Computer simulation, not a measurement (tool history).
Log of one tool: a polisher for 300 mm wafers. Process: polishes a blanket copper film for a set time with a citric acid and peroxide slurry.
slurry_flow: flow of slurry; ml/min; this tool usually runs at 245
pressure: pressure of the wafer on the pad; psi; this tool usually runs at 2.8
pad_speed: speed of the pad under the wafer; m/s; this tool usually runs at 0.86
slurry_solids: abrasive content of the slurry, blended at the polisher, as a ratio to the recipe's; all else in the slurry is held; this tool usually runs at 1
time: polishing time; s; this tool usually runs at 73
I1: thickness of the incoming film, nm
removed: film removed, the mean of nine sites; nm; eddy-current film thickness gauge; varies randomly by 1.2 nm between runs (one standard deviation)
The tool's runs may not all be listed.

Run 1, hour 0: usual settings but slurry_solids 0.9; I1 1191.4. Result: removed 125.4 nm.
Run 2, hour 32.9: usual settings; I1 1209.6. Result: removed 127.2 nm.
Run 3, hour 64.5: usual settings; I1 1185.9. Result: removed 137.5 nm.
Run 4, hour 194.9: usual settings but time 92 s; I1 1184.8. Result: removed 176 nm.
Run 5, hour 361: usual settings but pressure 2.1 psi; I1 1200.5. Result: removed 105.7 nm.
Run 6, hour 412.3: usual settings but pressure 2.1 psi; I1 1172.2. Result: removed 101.2 nm.
Run 7, hour 535.5: usual settings; I1 1178.2. Result: removed 136.3 nm.
Run 8, hour 586.4: usual settings; I1 1195.3. Result: removed 138.9 nm.
Run 9, hour 626.9: usual settings; I1 1192. Result: removed 133.7 nm.
Run 10, hour 679.7: usual settings; I1 1174.7. Result: removed 130.1 nm.
Run 11, hour 713.5: usual settings; I1 1180.7. Result: removed 129.4 nm.
Run 12, hour 764.2: usual settings but pressure 1.8 psi, pad_speed 0.98 m/s, slurry_solids 0.85; I1 1174.3. Result: removed 91.7 nm.
Run 13, hour 826.4: usual settings but pressure 2 psi, time 59 s; I1 1178. Result: removed 88.9 nm.
Run 14, hour 866: usual settings but slurry_flow 180 ml/min, pressure 3.7 psi, slurry_solids 1.15; I1 1189.6. Result: removed 182.3 nm.
Run 15, hour 914.9: usual settings; I1 1187.7. Result: removed 136.5 nm.
Run 16, hour 950.2: usual settings but time 80 s; I1 1184.9. Result: removed 148.5 nm.
Run 17, hour 983.2: usual settings; I1 1217. Result: removed 133.1 nm.
Run 18, hour 1031.3: usual settings but time 92 s; I1 1173.4. Result: removed 166 nm.
Run 19, hour 1095.2: usual settings; I1 1163.1. Result: removed 138.1 nm.
Run 20, hour 1137.8: usual settings but pad_speed 1.1 m/s, time 85 s; I1 1187.1. Result: removed 200.5 nm.
Run 21, hour 1168.8: usual settings but slurry_flow 290 ml/min, pad_speed 1.12 m/s, slurry_solids 0.8; I1 1198. Result: removed 169.9 nm.
Run 22, hour 1201.4: usual settings but pressure 3.6 psi, slurry_solids 1.2; I1 1176.8. Result: removed 170.4 nm.

Taken out of this log: 12 entries between the listed runs. Where each belongs, and how the hidden state differs across it:
In the gap between runs 2 and 3: worn pad replaced by a new one (hour 64)
  removal rate lost through wear of the pad, %: 8.92 -> 0.41; slurry flow missing at the pad, %: 42.5 -> 43.4
  measured value less the no-hidden-state value, removed: -26.2 -> -14.7 nm
In the gap between runs 3 and 4: slurry blender recalibrated (hour 100.1); slurry nozzle cleaned (hour 146.6)
  removal rate lost through wear of the pad, %: 0.41 -> 7.5; slurry flow missing at the pad, %: 43.4 -> 15.2
  measured value less the no-hidden-state value, removed: -14.7 -> -18.4 nm
In the gap between runs 4 and 5: worn pad replaced by a new one (hour 333.5)
  removal rate lost through wear of the pad, %: 7.5 -> 3.14; slurry flow missing at the pad, %: 15.2 -> 36.2
  measured value less the no-hidden-state value, removed: -18.4 -> -11.4 nm
In the gap between runs 6 and 7: slurry blender recalibrated (hour 442); slurry nozzle cleaned (hour 475.8)
  removal rate lost through wear of the pad, %: 6.12 -> 8.72; slurry flow missing at the pad, %: 38.8 -> 19.3
  measured value less the no-hidden-state value, removed: -15.6 -> -17.4 nm
In the gap between runs 7 and 8: worn pad replaced by a new one (hour 542)
  removal rate lost through wear of the pad, %: 8.72 -> 5.41; slurry flow missing at the pad, %: 19.3 -> 28
  measured value less the no-hidden-state value, removed: -17.4 -> -15.2 nm
In the gap between runs 11 and 12: head pressure recalibrated (hour 725.3)
  removal rate lost through wear of the pad, %: 9.47 -> 9.96; slurry flow missing at the pad, %: 39.1 -> 41.2
  measured value less the no-hidden-state value, removed: -25.6 -> -19.6 nm
In the gap between runs 12 and 13: slurry nozzle cleaned (hour 797.8); worn pad replaced by a new one (hour 805.4)
  removal rate lost through wear of the pad, %: 9.96 -> 2.12; slurry flow missing at the pad, %: 41.2 -> 9.81
  measured value less the no-hidden-state value, removed: -19.6 -> -3.1 nm
In the gap between runs 13 and 14: slurry blender recalibrated (hour 857.1)
  removal rate lost through wear of the pad, %: 2.12 -> 4.78; slurry flow missing at the pad, %: 9.81 -> 18.9
  measured value less the no-hidden-state value, removed: -3.1 -> -16.9 nm
In the gap between runs 18 and 19: worn pad replaced by a new one (hour 1071.5)
  removal rate lost through wear of the pad, %: 8.42 -> 3.04; slurry flow missing at the pad, %: 36.7 -> 39.4
  measured value less the no-hidden-state value, removed: -29 -> -16.5 nm
